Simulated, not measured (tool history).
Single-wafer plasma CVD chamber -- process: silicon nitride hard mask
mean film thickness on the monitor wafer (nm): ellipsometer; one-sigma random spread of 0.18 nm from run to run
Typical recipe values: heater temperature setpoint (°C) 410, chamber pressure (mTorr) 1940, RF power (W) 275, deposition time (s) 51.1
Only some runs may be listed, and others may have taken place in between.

| run | day | heater temperature setpoint (°C) | chamber pressure (mTorr) | RF power (W) | deposition time (s) | wafers since the last listed run | hours since the last thermocouple change | hours since the last RF generator calibration | hours since the last manometer calibration | hours since the showerhead was replaced | hours since the gauge calibration | read-back reference wafer on the same gauge, thickness_nm | mean film thickness on the monitor wafer (nm) |
|---|---|---|---|---|---|---|---|---|---|---|---|---|---|
| 1 | 0 | 405 | 1940 | 275 | 51.1 | 0 | 1860.9 | 1991.1 | 629.3 | 5775 | 1644.7 | 53.199 | 58.226 |
| 2 | 3.925 | 410 | 1940 | 275 | 51.1 | 1516 | 1955.1 | 2085.3 | 723.5 | 5869.2 | 1738.9 | 53.194 | 58.442 |
| 3 | 7.721 | 410 | 1940 | 275 | 51.1 | 1466 | 2046.2 | 2176.4 | 814.6 | 5960.3 | 1830 | 53.21 | 58.259 |
| 4 | 9.521 | 410 | 1940 | 315 | 51.1 | 695 | 2089.4 | 2219.6 | 857.8 | 6003.5 | 1873.2 | 53.212 | 62.434 |
| 5 | 12.583 | 410 | 1940 | 315 | 51.1 | 1183 | 2162.9 | 2293.1 | 931.3 | 6077 | 1946.7 | 53.215 | 62.157 |
| 6 | 16.983 | 410 | 1750 | 275 | 51.1 | 1699 | 2268.5 | 2398.7 | 1036.9 | 6182.6 | 2052.3 | 53.166 | 56.646 |
| 7 | 19.367 | 410 | 1750 | 275 | 51.1 | 920 | 2325.7 | 2455.9 | 1094.1 | 6239.8 | 2109.5 | 53.122 | 56.469 |
| 8 | 21.808 | 410 | 1750 | 275 | 51.1 | 943 | 2384.3 | 2514.5 | 1152.7 | 6298.4 | 2168.1 | 53.219 | 56.536 |
|  | 22.538 | RF generator calibrated |
| 9 | 25.9 | 410 | 1940 | 300 | 51.1 | 1451 | 2482.5 | 80.7 | 1250.9 | 6396.6 | 2266.3 | 53.245 | 59.869 |
| 10 | 30.329 | 410 | 1940 | 300 | 51.1 | 1711 | 2588.8 | 187 | 1357.2 | 6502.9 | 2372.6 | 53.209 | 59.449 |
| 11 | 34.262 | 410 | 1940 | 240 | 51.1 | 1519 | 2683.2 | 281.4 | 1451.6 | 6597.3 | 2467 | 53.18 | 53.161 |
|  | 36.312 | showerhead replaced |
| 12 | 38.25 | 410 | 1810 | 275 | 44.9 | 1411 | 2778.9 | 377.1 | 1547.3 | 46.5 | 2562.7 | 53.171 | 48.628 |
| 13 | 41.825 | 410 | 1760 | 275 | 47.2 | 1381 | 2864.7 | 462.9 | 1633.1 | 132.3 | 2648.5 | 53.14 | 50.863 |
|  | 43.75 | gauge calibrated |
| 14 | 44.125 | 396 | 2240 | 245 | 61.2 | 888 | 2919.9 | 518.1 | 1688.3 | 187.5 | 9 | 53.219 | 67.043 |
|  | 45.429 | RF generator calibrated, repeated, since the last time left the tool worse |
|  | 45.554 | capacitance manometer re-zeroed and calibrated |
| 15 | 47.125 | 416 | 1510 | 240 | 45.7 | 981 | 2991.9 | 40.7 | 37.7 | 259.5 | 81 | 53.21 | 45.688 |
| 16 | 50.042 | 410 | 1700 | 230 | 51.1 | 1126 | 3061.9 | 110.7 | 107.7 | 329.5 | 151 | 53.122 | 52.373 |
|  | 52.562 | thermocouple changed; heater temperature recalibrated |
| 17 | 54.308 | 410 | 1940 | 275 | 51.1 | 1519 | 41.9 | 213.1 | 210.1 | 431.9 | 253.4 | 53.221 | 59.347 |
| 18 | 56.312 | 410 | 1940 | 275 | 51.1 | 774 | 90 | 261.2 | 258.2 | 480 | 301.5 | 53.24 | 59.278 |
| 19 | 59.479 | 410 | 1940 | 325 | 51.1 | 1223 | 166 | 337.2 | 334.2 | 556 | 377.5 | 53.219 | 63.9 |
| 20 | 61.383 | 422 | 1480 | 325 | 51.1 | 735 | 211.7 | 382.9 | 379.9 | 601.7 | 423.2 | 53.203 | 58.474 |
| 21 | 65.038 | 410 | 1940 | 275 | 51.1 | 1411 | 299.4 | 470.6 | 467.6 | 689.4 | 510.9 | 53.197 | 58.772 |
| 22 | 68.842 | 410 | 1810 | 275 | 44.9 | 1469 | 390.7 | 561.9 | 558.9 | 780.7 | 602.2 | 53.222 | 50.571 |
| 23 | 70.629 | 418 | 1940 | 275 | 51.1 | 690 | 433.6 | 604.8 | 601.8 | 823.6 | 645.1 | 53.166 | 58.93 |
| 24 | 74.95 | 410 | 1940 | 275 | 51.1 | 1669 | 537.3 | 708.5 | 705.5 | 927.3 | 748.8 | 53.243 | 58.621 |
| 25 | 76.733 | 410 | 1940 | 275 | 51.1 | 688 | 580.1 | 751.3 | 748.3 | 970.1 | 791.6 | 53.182 | 58.764 |
| 26 | 81.15 | 410 | 1940 | 295 | 59.8 | 1706 | 686.1 | 857.3 | 854.3 | 1076.1 | 897.6 | 53.175 | 71.117 |
| 27 | 83.071 | 410 | 1940 | 275 | 51.1 | 742 | 732.2 | 903.4 | 900.4 | 1122.2 | 943.7 | 53.211 | 58.541 |
| 28 | 86.733 | 410 | 1940 | 295 | 58.3 | 1414 | 820.1 | 991.3 | 988.3 | 1210.1 | 1031.6 | 53.202 | 68.834 |

Measured minus without-hidden-state, run by run (identical run-to-run variation in each term; gauge scatter may differ):
Hidden conditions of the tool in this case: wafer temperature above the value expected at the setpoint (K); delivered RF power above the setpoint (%); true pressure above the setpoint (%); gauge reads high (%).
| run | mean film thickness on the monitor wafer (nm) |
|---|---|
| 1 | -1.248 |
| 2 | -1.267 |
| 3 | -1.276 |
| 4 | -1.322 |
| 5 | -1.325 |
| 6 | -1.265 |
| 7 | -1.266 |
| 8 | -1.272 |
| 9 | -2.512 |
| 10 | -2.651 |
| 11 | -2.584 |
| 12 | -2.449 |
| 13 | -2.643 |
| 14 | -3.564 |
| 15 | -0.068 |
| 16 | -0.169 |
| 17 | -0.316 |
| 18 | -0.376 |
| 19 | -0.479 |
| 20 | -0.483 |
| 21 | -0.595 |
| 22 | -0.582 |
| 23 | -0.714 |
| 24 | -0.789 |
| 25 | -0.821 |
| 26 | -1.049 |
| 27 | -0.912 |
| 28 | -1.101 |

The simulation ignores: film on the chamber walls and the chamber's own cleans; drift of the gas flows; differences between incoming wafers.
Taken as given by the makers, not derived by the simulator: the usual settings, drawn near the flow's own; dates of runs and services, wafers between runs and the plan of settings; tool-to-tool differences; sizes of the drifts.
